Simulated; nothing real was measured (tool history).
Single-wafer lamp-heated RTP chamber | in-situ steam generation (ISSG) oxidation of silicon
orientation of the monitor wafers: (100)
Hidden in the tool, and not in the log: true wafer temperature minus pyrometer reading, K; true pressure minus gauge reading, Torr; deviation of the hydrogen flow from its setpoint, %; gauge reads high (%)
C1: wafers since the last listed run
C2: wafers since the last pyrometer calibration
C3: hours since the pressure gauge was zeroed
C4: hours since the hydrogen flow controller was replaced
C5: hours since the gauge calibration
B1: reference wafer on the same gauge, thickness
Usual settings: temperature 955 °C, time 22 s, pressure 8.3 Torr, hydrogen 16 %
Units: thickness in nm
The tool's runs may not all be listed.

Run 1, hour 0.0: usual settings; C1 0; C2 517; C3 3753.2; C4 2086.8; C5 319.0; B1 3.845. Result: thickness 4.122 nm.
Run 2, hour 27.6: usual settings; C1 252; C2 769; C3 3780.8; C4 2114.4; C5 346.6; B1 3.856. Result: thickness 4.079 nm.
Run 3, hour 53.8: usual settings; C1 239; C2 1008; C3 3807.0; C4 2140.6; C5 372.8; B1 3.852. Result: thickness 4.062 nm.
Run 4, hour 100.8: usual settings; C1 429; C2 1438; C3 3854.0; C4 2187.6; C5 419.8; B1 3.854. Result: thickness 4.045 nm.
Run 5, hour 128.1: usual settings; C1 249; C2 1688; C3 3881.3; C4 2214.9; C5 447.1; B1 3.853. Result: thickness 4.085 nm.
Run 6, hour 152.9: usual settings but temperature 968 °C; C1 226; C2 1914; C3 3906.1; C4 2239.7; C5 471.9; B1 3.851. Result: thickness 4.258 nm.
Run 7, hour 220.8: usual settings but temperature 968 °C; C1 620; C2 2535; C3 3974.0; C4 2307.6; C5 539.8; B1 3.851. Result: thickness 4.257 nm.
Run 8, hour 290.2: usual settings but temperature 968 °C; C1 634; C2 3169; C3 4043.4; C4 2377.0; C5 609.2; B1 3.856. Result: thickness 4.252 nm.
At hour 320.4: hydrogen flow controller replaced.
Run 9, hour 332.0: usual settings but time 25 s; C1 308; C2 3478; C3 4085.2; C4 11.6; C5 651.0; B1 3.846. Result: thickness 4.330 nm.
Run 10, hour 398.4: usual settings but time 25 s; C1 607; C2 4086; C3 4151.6; C4 78.0; C5 717.4; B1 3.854. Result: thickness 4.340 nm.
Run 11, hour 426.1: usual settings but time 25 s; C1 253; C2 4339; C3 4179.3; C4 105.7; C5 745.1; B1 3.851. Result: thickness 4.299 nm.
Run 12, hour 486.8: usual settings but hydrogen 11 %; C1 554; C2 4894; C3 4240.0; C4 166.4; C5 805.8; B1 3.851. Result: thickness 3.761 nm.
Run 13, hour 511.1: usual settings; C1 222; C2 5116; C3 4264.3; C4 190.7; C5 830.1; B1 3.852. Result: thickness 4.060 nm.
At hour 536.6: pressure gauge zeroed.
Run 14, hour 571.4: usual settings but temperature 967 °C, pressure 7.0 Torr; C1 478; C2 5594; C3 34.8; C4 251.0; C5 890.4; B1 3.846. Result: thickness 4.178 nm.
Run 15, hour 615.6: usual settings but pressure 7.8 Torr, hydrogen 19 %; C1 404; C2 5998; C3 79.0; C4 295.2; C5 934.6; B1 3.857. Result: thickness 4.252 nm.
At hour 656.7: pyrometer window cleaned and pyrometer calibrated.
Run 16, hour 669.6: usual settings; C1 420; C2 117; C3 133.0; C4 349.2; C5 988.6; B1 3.847. Result: thickness 4.056 nm.
Run 17, hour 740.0: usual settings but temperature 943 °C, hydrogen 24 %; C1 643; C2 761; C3 203.4; C4 419.6; C5 1059.0; B1 3.854. Result: thickness 4.323 nm.
Run 18, hour 804.7: usual settings; C1 591; C2 1353; C3 268.1; C4 484.3; C5 1123.7; B1 3.846. Result: thickness 4.023 nm.
Run 19, hour 859.6: usual settings but temperature 942 °C; C1 501; C2 1854; C3 323.0; C4 539.2; C5 1178.6; B1 3.850. Result: thickness 3.909 nm.
At hour 893.5: gauge calibrated.
Run 20, hour 900.8: usual settings but pressure 7.6 Torr, hydrogen 23 %; C1 376; C2 2231; C3 364.2; C4 580.4; C5 7.3; B1 3.849. Result: thickness 4.447 nm.
Run 21, hour 938.6: usual settings but pressure 7.6 Torr; C1 345; C2 2577; C3 402.0; C4 618.2; C5 45.1; B1 3.859. Result: thickness 4.082 nm.

Run 22 comes next. What will it give?
Run 22, hour 987.9: usual settings; C1 450; C2 3027; C3 451.3; C4 667.5; C5 94.4; B1 ?. Result: thickness ?.

{"run 22": {"B1": 3.848, "thickness": 4.077}}
Without the tool's hidden state the same run would have given thickness 4.077 nm.

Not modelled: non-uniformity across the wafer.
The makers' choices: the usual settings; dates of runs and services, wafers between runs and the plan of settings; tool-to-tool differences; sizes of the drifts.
